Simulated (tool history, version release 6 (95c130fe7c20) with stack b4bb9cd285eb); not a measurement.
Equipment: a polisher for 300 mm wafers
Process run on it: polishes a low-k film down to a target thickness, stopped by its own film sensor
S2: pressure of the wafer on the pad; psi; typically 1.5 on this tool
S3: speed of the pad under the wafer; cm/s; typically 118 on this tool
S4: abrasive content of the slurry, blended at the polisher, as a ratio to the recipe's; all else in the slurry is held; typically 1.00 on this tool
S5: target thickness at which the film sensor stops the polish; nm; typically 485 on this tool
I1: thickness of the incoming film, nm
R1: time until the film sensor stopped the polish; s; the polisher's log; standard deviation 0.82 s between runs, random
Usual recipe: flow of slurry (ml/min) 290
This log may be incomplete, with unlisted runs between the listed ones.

run 1 hour=0.0 | flow_of_slurry_(ml/min)=290 S2=1.5 S3=118 S4=1.00 S5=485 | I1=507.7 | R1=69.4
-- hour=1.8 worn pad replaced by a new one
-- hour=35.3 conditioning disc replaced and pad reconditioned
-- hour=90.7 slurry nozzle cleaned
-- hour=120.3 slurry blender recalibrated
run 2 hour=212.4 | flow_of_slurry_(ml/min)=290 S2=1.5 S3=118 S4=0.80 S5=485 | I1=503.9 | R1=65.4
-- hour=317.7 worn pad replaced by a new one
-- hour=388.6 conditioning disc replaced and pad reconditioned
run 3 hour=422.1 | flow_of_slurry_(ml/min)=290 S2=1.5 S3=118 S4=0.80 S5=485 | I1=510.1 | R1=89.1
-- hour=424.1 slurry nozzle cleaned
-- hour=438.0 slurry blender recalibrated
run 4 hour=466.3 | flow_of_slurry_(ml/min)=290 S2=1.5 S3=118 S4=0.80 S5=485 | I1=508.0 | R1=81.1
run 5 hour=494.3 | flow_of_slurry_(ml/min)=290 S2=1.5 S3=118 S4=1.00 S5=485 | I1=507.9 | R1=69.1
-- hour=585.5 head pressure recalibrated
run 6 hour=611.4 | flow_of_slurry_(ml/min)=290 S2=1.5 S3=118 S4=1.00 S5=485 | I1=515.9 | R1=91.9
-- hour=639.7 worn pad replaced by a new one
run 7 hour=661.4 | flow_of_slurry_(ml/min)=290 S2=1.5 S3=118 S4=1.00 S5=485 | I1=511.1 | R1=78.0
run 8 hour=722.1 | flow_of_slurry_(ml/min)=290 S2=1.5 S3=118 S4=1.00 S5=485 | I1=509.0 | R1=73.9
-- hour=744.4 conditioning disc replaced and pad reconditioned
run 9 hour=771.2 | flow_of_slurry_(ml/min)=290 S2=1.5 S3=118 S4=1.00 S5=485 | I1=511.2 | R1=81.7
run 10 hour=819.6 | flow_of_slurry_(ml/min)=290 S2=1.5 S3=118 S4=1.00 S5=485 | I1=506.3 | R1=67.5
-- hour=824.4 slurry blender recalibrated
-- hour=854.3 slurry nozzle cleaned
run 11 hour=888.0 | flow_of_slurry_(ml/min)=290 S2=1.5 S3=118 S4=1.00 S5=488 | I1=514.2 | R1=77.2
-- hour=914.6 worn pad replaced by a new one, of another model than before
run 12 hour=959.6 | flow_of_slurry_(ml/min)=290 S2=1.5 S3=118 S4=1.00 S5=488 | I1=518.2 | R1=89.4
run 13 hour=1021.3 | flow_of_slurry_(ml/min)=290 S2=1.5 S3=118 S4=1.00 S5=485 | I1=511.2 | R1=79.1
run 14 hour=1074.9 | flow_of_slurry_(ml/min)=290 S2=1.5 S3=118 S4=1.00 S5=485 | I1=504.7 | R1=61.8
-- hour=1112.4 conditioning disc replaced and pad reconditioned
run 15 hour=1112.9 | flow_of_slurry_(ml/min)=290 S2=1.5 S3=118 S4=1.00 S5=485 | I1=518.0 | R1=101.9
run 16 hour=1144.2 | flow_of_slurry_(ml/min)=290 S2=1.5 S3=88 S4=1.00 S5=485 | I1=510.1 | R1=106.8
-- hour=1161.7 slurry blender recalibrated
run 17 hour=1196.1 | flow_of_slurry_(ml/min)=350 S2=1.5 S3=118 S4=1.10 S5=480 | I1=504.7 | R1=73.4
-- hour=1217.0 worn pad replaced by a new one
run 18 hour=1238.3 | flow_of_slurry_(ml/min)=330 S2=1.5 S3=118 S4=1.00 S5=485 | I1=512.6 | R1=89.7
-- hour=1240.7 slurry nozzle cleaned
run 19 hour=1284.9 | flow_of_slurry_(ml/min)=290 S2=1.5 S3=118 S4=0.90 S5=485 | I1=511.9 | R1=84.8
run 20 hour=1348.1 | flow_of_slurry_(ml/min)=260 S2=1.5 S3=118 S4=0.75 S5=485 | I1=507.1 | R1=81.7
-- hour=1355.7 head pressure recalibrated
run 21 hour=1405.2 | flow_of_slurry_(ml/min)=290 S2=1.5 S3=118 S4=1.00 S5=485 | I1=503.7 | R1=56.0

What will run 22 give?
-- hour=1425.8 conditioning disc replaced and pad reconditioned
run 22 hour=1440.2 | flow_of_slurry_(ml/min)=290 S2=1.5 S3=148 S4=1.15 S5=485 | I1=516.9 | R1=?

R1: 73.2 s
Without the tool's hidden state the same run would have given R1 70.2 s.

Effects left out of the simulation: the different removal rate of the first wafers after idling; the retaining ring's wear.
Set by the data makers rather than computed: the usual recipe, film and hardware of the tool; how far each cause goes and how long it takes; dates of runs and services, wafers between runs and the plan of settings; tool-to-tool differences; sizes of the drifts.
